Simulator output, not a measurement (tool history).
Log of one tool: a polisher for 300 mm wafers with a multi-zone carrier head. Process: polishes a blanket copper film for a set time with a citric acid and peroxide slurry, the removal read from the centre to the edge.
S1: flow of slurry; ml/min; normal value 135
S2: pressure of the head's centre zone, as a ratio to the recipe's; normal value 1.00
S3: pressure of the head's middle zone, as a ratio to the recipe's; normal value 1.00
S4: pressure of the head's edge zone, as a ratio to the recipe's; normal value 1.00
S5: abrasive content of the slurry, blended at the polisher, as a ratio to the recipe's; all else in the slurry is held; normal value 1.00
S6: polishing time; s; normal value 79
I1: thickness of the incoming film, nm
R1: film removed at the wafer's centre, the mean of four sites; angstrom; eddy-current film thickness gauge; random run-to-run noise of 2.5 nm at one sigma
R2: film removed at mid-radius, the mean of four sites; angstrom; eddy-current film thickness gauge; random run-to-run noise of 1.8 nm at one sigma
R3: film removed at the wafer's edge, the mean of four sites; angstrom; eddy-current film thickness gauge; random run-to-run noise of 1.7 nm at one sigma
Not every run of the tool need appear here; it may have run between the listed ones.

run,hour,S1,S2,S3,S4,S5,S6,I1,R1,R2,R3
1,0.0,135,1.00,1.00,1.00,1.20,79,936.3,1997,2049,2015
2,17.7,135,1.00,1.00,1.00,1.00,79,934.4,1892,1921,1932
3,40.0,135,1.00,1.00,1.00,1.00,79,923.8,1878,1972,1908
# hour 49.6: worn pad replaced by a new one
# hour 68.8: carrier head's membrane replaced by a new one
4,72.9,135,1.00,1.00,1.00,1.00,79,933.5,1875,1933,1944
5,105.0,150,1.00,0.94,1.11,1.00,63,946.4,1525,1486,1626
6,131.6,135,1.07,1.00,1.00,1.00,79,947.1,2001,1928,1933
# hour 149.9: slurry nozzle cleaned
7,159.1,135,1.09,0.91,1.07,1.25,79,930.1,2333,2018,2221
8,173.0,135,1.00,1.00,1.09,1.15,79,937.2,2127,2095,2163
9,201.4,155,1.00,1.10,1.00,1.00,71,948.9,1852,2030,1845
10,221.1,135,1.06,1.00,1.00,1.00,79,935.9,2156,2060,1976
# hour 242.2: edge zone pressure recalibrated
# hour 243.8: worn pad replaced by a new one
11,244.3,135,1.11,1.00,1.00,1.00,79,929.6,2212,2051,2008
12,264.3,135,1.00,1.00,0.96,1.00,79,942.4,2019,2044,1959
13,286.4,175,1.00,1.00,0.95,1.00,59,947.7,1540,1565,1499
14,303.6,135,1.00,1.00,1.00,1.00,79,934.8,2036,2020,1995
15,335.5,100,1.00,1.00,0.95,1.00,79,953.7,1955,1938,1875
16,349.3,120,1.00,1.05,0.92,1.00,96,938.4,2336,2543,2275

Expected results for the next run?
17,365.4,120,1.00,1.00,1.07,1.10,79,939.2,?,?,?

Logged for run 17: R1 1966 angstrom, R2 2051 angstrom, R3 2060 angstrom.
With the hidden condition absent and the run-to-run variation left alone, this run would have shown R1 2004 angstrom, R2 2086 angstrom, R3 2085 angstrom.
